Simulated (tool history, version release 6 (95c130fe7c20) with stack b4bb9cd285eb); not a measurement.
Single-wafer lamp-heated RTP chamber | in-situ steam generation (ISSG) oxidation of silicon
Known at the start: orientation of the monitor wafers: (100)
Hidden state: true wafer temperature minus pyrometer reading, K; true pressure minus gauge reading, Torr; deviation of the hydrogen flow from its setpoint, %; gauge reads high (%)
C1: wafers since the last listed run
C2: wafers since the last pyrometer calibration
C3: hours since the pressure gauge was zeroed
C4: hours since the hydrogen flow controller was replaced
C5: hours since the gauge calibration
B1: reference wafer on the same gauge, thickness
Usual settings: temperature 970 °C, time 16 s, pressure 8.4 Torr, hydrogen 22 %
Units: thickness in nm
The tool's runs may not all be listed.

run 1 hour=0 | temperature=970 time=16 pressure=7.3 hydrogen=22 | C1=0 C2=684 C3=2189.2 C4=4371.3 C5=278.7 | B1=5.027 | thickness=4.442
run 2 hour=14.9 | temperature=970 time=16 pressure=7.3 hydrogen=22 | C1=90 C2=774 C3=2204.1 C4=4386.2 C5=293.6 | B1=5.03 | thickness=4.461
run 3 hour=25.7 | temperature=970 time=16 pressure=8.4 hydrogen=22 | C1=65 C2=840 C3=2214.9 C4=4397 C5=304.4 | B1=5.029 | thickness=4.446
run 4 hour=41.3 | temperature=970 time=16 pressure=8.4 hydrogen=26 | C1=94 C2=934 C3=2230.5 C4=4412.6 C5=320 | B1=5.029 | thickness=4.638
run 5 hour=51.8 | temperature=970 time=16 pressure=8.4 hydrogen=26 | C1=63 C2=997 C3=2241 C4=4423.1 C5=330.5 | B1=5.03 | thickness=4.651
run 6 hour=64.8 | temperature=970 time=16 pressure=8.4 hydrogen=22 | C1=78 C2=1076 C3=2254 C4=4436.1 C5=343.5 | B1=5.028 | thickness=4.464
run 7 hour=70.8 | temperature=970 time=16 pressure=8.8 hydrogen=22 | C1=36 C2=1112 C3=2260 C4=4442.1 C5=349.5 | B1=5.032 | thickness=4.441
run 8 hour=101.9 | temperature=970 time=16 pressure=8.8 hydrogen=22 | C1=187 C2=1300 C3=2291.1 C4=4473.2 C5=380.6 | B1=5.029 | thickness=4.45
run 9 hour=109.2 | temperature=963 time=16 pressure=8.9 hydrogen=22 | C1=44 C2=1344 C3=2298.4 C4=4480.5 C5=387.9 | B1=5.031 | thickness=4.349
run 10 hour=126.7 | temperature=963 time=16 pressure=8.9 hydrogen=22 | C1=105 C2=1450 C3=2315.9 C4=4498 C5=405.4 | B1=5.029 | thickness=4.349
run 11 hour=136.4 | temperature=970 time=16 pressure=9.8 hydrogen=22 | C1=58 C2=1509 C3=2325.6 C4=4507.7 C5=415.1 | B1=5.03 | thickness=4.377
run 12 hour=175.2 | temperature=970 time=16 pressure=8.4 hydrogen=13 | C1=234 C2=1743 C3=2364.4 C4=4546.5 C5=453.9 | B1=5.031 | thickness=3.971
run 13 hour=192.7 | temperature=980 time=16 pressure=8.4 hydrogen=22 | C1=105 C2=1849 C3=2381.9 C4=4564 C5=471.4 | B1=5.028 | thickness=4.618
run 14 hour=209.4 | temperature=986 time=19 pressure=7.2 hydrogen=29 | C1=100 C2=1950 C3=2398.6 C4=4580.7 C5=488.1 | B1=5.029 | thickness=5.465
-- hour=218.3 pressure gauge zeroed
-- hour=219 gauge calibrated
run 15 hour=220.5 | temperature=979 time=21 pressure=8.4 hydrogen=31 | C1=18 C2=1968 C3=2.2 C4=4591.8 C5=1.5 | B1=5.029 | thickness=5.652
run 16 hour=235.3 | temperature=984 time=14 pressure=8.4 hydrogen=22 | C1=89 C2=2058 C3=17 C4=4606.6 C5=16.3 | B1=5.03 | thickness=4.435
run 17 hour=243.9 | temperature=970 time=16 pressure=8.4 hydrogen=22 | C1=51 C2=2110 C3=25.6 C4=4615.2 C5=24.9 | B1=5.032 | thickness=4.476
run 18 hour=254.4 | temperature=980 time=16 pressure=7.5 hydrogen=22 | C1=63 C2=2173 C3=36.1 C4=4625.7 C5=35.4 | B1=5.031 | thickness=4.643
run 19 hour=266.9 | temperature=956 time=16 pressure=8.4 hydrogen=22 | C1=75 C2=2249 C3=48.6 C4=4638.2 C5=47.9 | B1=5.031 | thickness=4.299
-- hour=278.2 hydrogen flow controller replaced
run 20 hour=278.7 | temperature=970 time=16 pressure=9.7 hydrogen=15 | C1=22 C2=2272 C3=60.4 C4=0.5 C5=59.7 | B1=5.032 | thickness=4.058
run 21 hour=288 | temperature=970 time=16 pressure=8.4 hydrogen=22 | C1=56 C2=2328 C3=69.7 C4=9.8 C5=69 | B1=5.03 | thickness=4.503
-- hour=307.2 pyrometer window cleaned and pyrometer calibrated
run 22 hour=307.7 | temperature=970 time=16 pressure=7.8 hydrogen=22 | C1=70 C2=2 C3=89.4 C4=29.5 C5=88.7 | B1=5.029 | thickness=4.452
run 23 hour=313.3 | temperature=970 time=16 pressure=8.4 hydrogen=22 | C1=33 C2=36 C3=95 C4=35.1 C5=94.3 | B1=5.028 | thickness=4.434
run 24 hour=329.3 | temperature=970 time=16 pressure=8.4 hydrogen=22 | C1=96 C2=133 C3=111 C4=51.1 C5=110.3 | B1=5.03 | thickness=4.458
run 25 hour=372.1 | temperature=970 time=16 pressure=8.4 hydrogen=31 | C1=258 C2=392 C3=153.8 C4=93.9 C5=153.1 | B1=5.029 | thickness=4.851
run 26 hour=378.7 | temperature=970 time=21 pressure=8.4 hydrogen=22 | C1=39 C2=431 C3=160.4 C4=100.5 C5=159.7 | B1=5.033 | thickness=4.984
run 27 hour=395.2 | temperature=962 time=16 pressure=9.5 hydrogen=22 | C1=99 C2=531 C3=176.9 C4=117 C5=176.2 | B1=5.03 | thickness=4.286
run 28 hour=403.3 | temperature=970 time=16 pressure=8.4 hydrogen=22 | C1=48 C2=580 C3=185 C4=125.1 C5=184.3 | B1=5.032 | thickness=4.447
run 29 hour=410.5 | temperature=970 time=16 pressure=8.4 hydrogen=22 | C1=43 C2=624 C3=192.2 C4=132.3 C5=191.5 | B1=5.03 | thickness=4.463
run 30 hour=425.5 | temperature=970 time=13 pressure=7.6 hydrogen=22 | C1=90 C2=714 C3=207.2 C4=147.3 C5=206.5 | B1=5.028 | thickness=4.107
run 31 hour=440.5 | temperature=959 time=18 pressure=7.2 hydrogen=26 | C1=90 C2=805 C3=222.2 C4=162.3 C5=221.5 | B1=5.029 | thickness=4.713
run 32 hour=448.7 | temperature=970 time=16 pressure=8.4 hydrogen=22 | C1=49 C2=854 C3=230.4 C4=170.5 C5=229.7 | B1=5.03 | thickness=4.447

Measured less the same run without the tool's hidden state. The same run-to-run variation is in both; the gauge's scatter may not be:
run=1 thickness=+0.007
run=2 thickness=+0.008
run=3 thickness=+0.009
run=4 thickness=+0.01
run=5 thickness=+0.011
run=6 thickness=+0.013
run=7 thickness=+0.013
run=8 thickness=+0.017
run=9 thickness=+0.016
run=10 thickness=+0.019
run=11 thickness=+0.021
run=12 thickness=+0.025
run=13 thickness=+0.034
run=14 thickness=+0.049
run=15 thickness=+0.053
run=16 thickness=+0.04
run=17 thickness=+0.041
run=18 thickness=+0.048
run=19 thickness=+0.041
run=20 thickness=+0.044
run=21 thickness=+0.052
run=22 thickness=+0.007
run=23 thickness=+0.008
run=24 thickness=+0.007
run=25 thickness=+0.009
run=26 thickness=+0.011
run=27 thickness=+0.009
run=28 thickness=+0.011
run=29 thickness=+0.01
run=30 thickness=+0.01
run=31 thickness=+0.013
run=32 thickness=+0.014
